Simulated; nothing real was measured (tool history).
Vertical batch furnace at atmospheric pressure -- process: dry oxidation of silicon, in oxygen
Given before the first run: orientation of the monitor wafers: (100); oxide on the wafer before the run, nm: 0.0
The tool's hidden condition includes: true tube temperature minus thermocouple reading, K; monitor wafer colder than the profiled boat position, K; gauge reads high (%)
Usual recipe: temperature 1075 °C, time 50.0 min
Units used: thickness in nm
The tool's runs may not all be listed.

| run | hour | temperature | time | wafers since the last listed run | hours since the last temperature calibration | hours since the boat lift was adjusted | hours since the gauge calibration | read-back reference wafer on the same gauge, thickness | thickness |
|---|---|---|---|---|---|---|---|---|---|
| 1 | 0.0 | 1057 | 50.0 | 0 | 3386.1 | 1089.3 | 2129.7 | 71.00 | 65.01 |
| 2 | 39.1 | 1068 | 56.0 | 625 | 3425.2 | 1128.4 | 2168.8 | 70.97 | 76.34 |
| 3 | 86.4 | 1075 | 50.0 | 756 | 3472.5 | 1175.7 | 2216.1 | 71.00 | 74.98 |
| 4 | 135.9 | 1075 | 50.0 | 792 | 3522.0 | 1225.2 | 2265.6 | 71.03 | 75.28 |
| 5 | 203.5 | 1075 | 50.0 | 1081 | 3589.6 | 1292.8 | 2333.2 | 70.98 | 74.75 |
| 6 | 257.5 | 1075 | 50.0 | 864 | 3643.6 | 1346.8 | 2387.2 | 70.99 | 74.79 |
| 7 | 295.9 | 1075 | 50.0 | 614 | 3682.0 | 1385.2 | 2425.6 | 71.02 | 74.80 |
| 8 | 341.3 | 1075 | 50.0 | 726 | 3727.4 | 1430.6 | 2471.0 | 70.98 | 74.46 |
| 9 | 378.2 | 1075 | 50.0 | 590 | 3764.3 | 1467.5 | 2507.9 | 71.03 | 74.99 |
| 10 | 441.4 | 1075 | 50.0 | 1011 | 3827.5 | 1530.7 | 2571.1 | 71.03 | 74.64 |
| 11 | 478.5 | 1075 | 50.0 | 593 | 3864.6 | 1567.8 | 2608.2 | 71.00 | 74.80 |
| 12 | 519.3 | 1075 | 50.0 | 652 | 3905.4 | 1608.6 | 2649.0 | 71.02 | 74.91 |
| 13 | 647.6 | 1075 | 50.0 | 2052 | 4033.7 | 1736.9 | 2777.3 | 71.01 | 74.66 |
|  | 682.1 | gauge calibrated |
|  | 701.9 | thermocouples replaced and temperature profile calibrated |
| 14 | 706.6 | 1075 | 50.0 | 560 | 4.7 | 1795.9 | 24.5 | 70.98 | 72.95 |
| 15 | 754.2 | 1075 | 50.0 | 761 | 52.3 | 1843.5 | 72.1 | 70.99 | 73.02 |
| 16 | 799.4 | 1075 | 50.0 | 723 | 97.5 | 1888.7 | 117.3 | 71.04 | 72.86 |
| 17 | 848.9 | 1075 | 43.5 | 792 | 147.0 | 1938.2 | 166.8 | 71.01 | 66.69 |
| 18 | 898.1 | 1075 | 68.0 | 787 | 196.2 | 1987.4 | 216.0 | 71.00 | 88.55 |
| 19 | 995.0 | 1075 | 68.0 | 1550 | 293.1 | 2084.3 | 312.9 | 71.00 | 88.53 |
| 20 | 1023.6 | 1059 | 50.0 | 457 | 321.7 | 2112.9 | 341.5 | 71.04 | 64.24 |
|  | 1067.8 | boat lift adjusted |
| 21 | 1087.7 | 1075 | 63.0 | 641 | 385.8 | 19.9 | 405.6 | 70.98 | 87.07 |
| 22 | 1135.4 | 1088 | 28.0 | 763 | 433.5 | 67.6 | 453.3 | 71.03 | 58.37 |
| 23 | 1187.4 | 1075 | 50.0 | 832 | 485.5 | 119.6 | 505.3 | 71.01 | 74.80 |
| 24 | 1251.8 | 1075 | 50.0 | 1030 | 549.9 | 184.0 | 569.7 | 70.97 | 75.17 |
| 25 | 1297.5 | 1061 | 30.0 | 731 | 595.6 | 229.7 | 615.4 | 70.97 | 48.95 |
| 26 | 1340.3 | 1087 | 38.5 | 684 | 638.4 | 272.5 | 658.2 | 70.98 | 70.14 |
| 27 | 1388.1 | 1059 | 71.5 | 764 | 686.2 | 320.3 | 706.0 | 70.96 | 82.32 |
| 28 | 1441.1 | 1054 | 68.0 | 848 | 739.2 | 373.3 | 759.0 | 70.96 | 77.08 |
| 29 | 1467.8 | 1087 | 50.0 | 427 | 765.9 | 400.0 | 785.7 | 71.03 | 81.40 |
| 30 | 1522.1 | 1088 | 29.0 | 868 | 820.2 | 454.3 | 840.0 | 71.01 | 59.16 |
| 31 | 1720.5 | 1053 | 40.5 | 3174 | 1018.6 | 652.7 | 1038.4 | 70.97 | 54.60 |
| 32 | 1746.0 | 1091 | 50.0 | 408 | 1044.1 | 678.2 | 1063.9 | 71.00 | 83.90 |
| 33 | 1817.2 | 1075 | 50.0 | 1139 | 1115.3 | 749.4 | 1135.1 | 70.98 | 74.72 |
| 34 | 1849.3 | 1054 | 50.0 | 513 | 1147.4 | 781.5 | 1167.2 | 71.01 | 62.67 |
| 35 | 1892.3 | 1075 | 71.0 | 688 | 1190.4 | 824.5 | 1210.2 | 71.01 | 93.06 |
| 36 | 1950.6 | 1066 | 50.0 | 932 | 1248.7 | 882.8 | 1268.5 | 71.01 | 68.98 |
| 37 | 2018.7 | 1064 | 58.5 | 1089 | 1316.8 | 950.9 | 1336.6 | 70.98 | 75.03 |
| 38 | 2047.6 | 1075 | 50.0 | 462 | 1345.7 | 979.8 | 1365.5 | 71.00 | 74.36 |
| 39 | 2092.5 | 1095 | 63.0 | 718 | 1390.6 | 1024.7 | 1410.4 | 70.99 | 99.90 |
| 40 | 2134.5 | 1075 | 50.0 | 672 | 1432.6 | 1066.7 | 1452.4 | 71.04 | 74.36 |

For some of the steps in thickness from one run to the next: how much would appear even if the tool had no hidden state, given the settings, what came in and random variation, and how much remains for the hidden state plus any gauge scatter that the measured result and the result without hidden state don't share?
Run 13 -> 14: gauge calibrated, thermocouples replaced and temperature profile calibrated. thickness -1.71 nm: hidden state -2.17, all else +0.46.
Run 19 -> 20: temperature 1075 -> 1059, time 68.0 -> 50.0. thickness -24.29 nm: hidden state +0.53, all else -24.82.
Run 20 -> 21: temperature 1059 -> 1075, time 50.0 -> 63.0, boat lift adjusted. thickness +22.83 nm: hidden state +2.29, all else +20.54.
Run 21 -> 22: temperature 1075 -> 1088, time 63.0 -> 28.0. thickness -28.70 nm: hidden state -0.25, all else -28.45.
Run 31 -> 32: temperature 1053 -> 1091, time 40.5 -> 50.0. thickness +29.30 nm: hidden state -0.14, all else +29.44.
Run 34 -> 35: temperature 1054 -> 1075, time 50.0 -> 71.0. thickness +30.39 nm: hidden state -0.18, all else +30.57.
